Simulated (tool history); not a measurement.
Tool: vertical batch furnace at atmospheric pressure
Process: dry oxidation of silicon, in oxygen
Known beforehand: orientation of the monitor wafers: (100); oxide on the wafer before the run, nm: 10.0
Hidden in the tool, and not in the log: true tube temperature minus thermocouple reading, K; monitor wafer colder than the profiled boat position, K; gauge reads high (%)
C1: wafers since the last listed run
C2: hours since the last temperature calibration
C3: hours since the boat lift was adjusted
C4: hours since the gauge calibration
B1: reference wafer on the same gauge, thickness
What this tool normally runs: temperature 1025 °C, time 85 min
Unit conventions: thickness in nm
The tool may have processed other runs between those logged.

Run 1, hour 0: usual settings; C1 0; C2 3870.2; C3 1160.4; C4 1225.3; B1 97.78. Result: thickness 91.44 nm.
Run 2, hour 59.1: usual settings; C1 536; C2 3929.3; C3 1219.5; C4 1284.4; B1 97.89. Result: thickness 91.11 nm.
Run 3, hour 87.5: usual settings; C1 257; C2 3957.7; C3 1247.9; C4 1312.8; B1 98.04. Result: thickness 92.09 nm.
Run 4, hour 122.3: usual settings; C1 315; C2 3992.5; C3 1282.7; C4 1347.6; B1 98.06. Result: thickness 91.91 nm.
Run 5, hour 148.3: usual settings; C1 235; C2 4018.5; C3 1308.7; C4 1373.6; B1 98.16. Result: thickness 91.47 nm.
Run 6, hour 202.9: usual settings; C1 495; C2 4073.1; C3 1363.3; C4 1428.2; B1 98.3. Result: thickness 91.19 nm.
Run 7, hour 250.3: usual settings; C1 430; C2 4120.5; C3 1410.7; C4 1475.6; B1 98.57. Result: thickness 91.8 nm.
Run 8, hour 278.1: usual settings; C1 252; C2 4148.3; C3 1438.5; C4 1503.4; B1 98.54. Result: thickness 91.86 nm.
Run 9, hour 336.5: usual settings; C1 529; C2 4206.7; C3 1496.9; C4 1561.8; B1 98.63. Result: thickness 92.19 nm.
Run 10, hour 377.1: usual settings; C1 368; C2 4247.3; C3 1537.5; C4 1602.4; B1 98.71. Result: thickness 91.69 nm.
At hour 468.5: gauge calibrated.
Run 11, hour 471.2: usual settings; C1 853; C2 4341.4; C3 1631.6; C4 2.7; B1 93.62. Result: thickness 87.11 nm.
Run 12, hour 500.9: usual settings; C1 269; C2 4371.1; C3 1661.3; C4 32.4; B1 93.63. Result: thickness 87.16 nm.
Run 13, hour 551.4: usual settings but temperature 1044 °C; C1 458; C2 4421.6; C3 1711.8; C4 82.9; B1 93.73. Result: thickness 101.96 nm.
Run 14, hour 585: usual settings but time 100.5 min; C1 304; C2 4455.2; C3 1745.4; C4 116.5; B1 93.95. Result: thickness 97.35 nm.
Run 15, hour 637.1: usual settings but temperature 1036 °C, time 46.5 min; C1 472; C2 4507.3; C3 1797.5; C4 168.6; B1 93.83. Result: thickness 66.59 nm.
Run 16, hour 682.3: usual settings; C1 410; C2 4552.5; C3 1842.7; C4 213.8; B1 94.19. Result: thickness 87.4 nm.
Run 17, hour 718.7: usual settings but time 57.5 min; C1 330; C2 4588.9; C3 1879.1; C4 250.2; B1 94.32. Result: thickness 68.87 nm.
At hour 776.7: boat lift adjusted.
Run 18, hour 786.5: usual settings but temperature 1040 °C, time 56 min; C1 397; C2 4656.7; C3 9.8; C4 318; B1 94.4. Result: thickness 77.45 nm.
Run 19, hour 818.5: usual settings but temperature 1045 °C, time 111 min; C1 290; C2 4688.7; C3 41.8; C4 350; B1 94.37. Result: thickness 123.75 nm.
Run 20, hour 889.2: usual settings but temperature 1004 °C; C1 641; C2 4759.4; C3 112.5; C4 420.7; B1 94.52. Result: thickness 73.73 nm.
At hour 925.8: thermocouples replaced and temperature profile calibrated.
Run 21, hour 933.3: usual settings but temperature 1008 °C, time 114 min; C1 182; C2 7.5; C3 156.6; C4 464.8; B1 94.6. Result: thickness 93.05 nm.
Run 22, hour 1125.4: usual settings; C1 1743; C2 199.6; C3 348.7; C4 656.9; B1 95.23. Result: thickness 88.42 nm.
Run 23, hour 1185.6: usual settings but temperature 1018 °C, time 101 min; C1 546; C2 259.8; C3 408.9; C4 717.1; B1 95.29. Result: thickness 93.11 nm.
Run 24, hour 1216.6: usual settings but temperature 1031 °C, time 52 min; C1 281; C2 290.8; C3 439.9; C4 748.1; B1 95.5. Result: thickness 68.73 nm.
Run 25, hour 1281.8: usual settings but temperature 1003 °C, time 105.5 min; C1 591; C2 356; C3 505.1; C4 813.3; B1 95.48. Result: thickness 84.21 nm.
Run 26, hour 1317.1: usual settings but temperature 1005 °C, time 59 min; C1 320; C2 391.3; C3 540.4; C4 848.6; B1 95.84. Result: thickness 58.62 nm.
Run 27, hour 1389: usual settings; C1 652; C2 463.2; C3 612.3; C4 920.5; B1 95.89. Result: thickness 89.32 nm.

Here are 3 independent what-if runs from the current tool condition. What would each one return?
Run A, hour 1393.7: usual settings; C1 42; C2 467.9; C3 617; C4 925.2; B1 ?. Result: thickness ?.
Run B, hour 1393.7: usual settings but temperature 1013 °C; C1 42; C2 467.9; C3 617; C4 925.2; B1 ?. Result: thickness ?.
Run C, hour 1393.7: usual settings but temperature 1015 °C, time 126 min; C1 42; C2 467.9; C3 617; C4 925.2; B1 ?. Result: thickness ?.

run     B1  thickness
  A  95.97      90.34
  B  95.97      81.19
  C  95.97     107.03
Without the tool's unlogged condition, the same runs would have read:
run  thickness
  A      88.73
  B      79.73
  C     105.11

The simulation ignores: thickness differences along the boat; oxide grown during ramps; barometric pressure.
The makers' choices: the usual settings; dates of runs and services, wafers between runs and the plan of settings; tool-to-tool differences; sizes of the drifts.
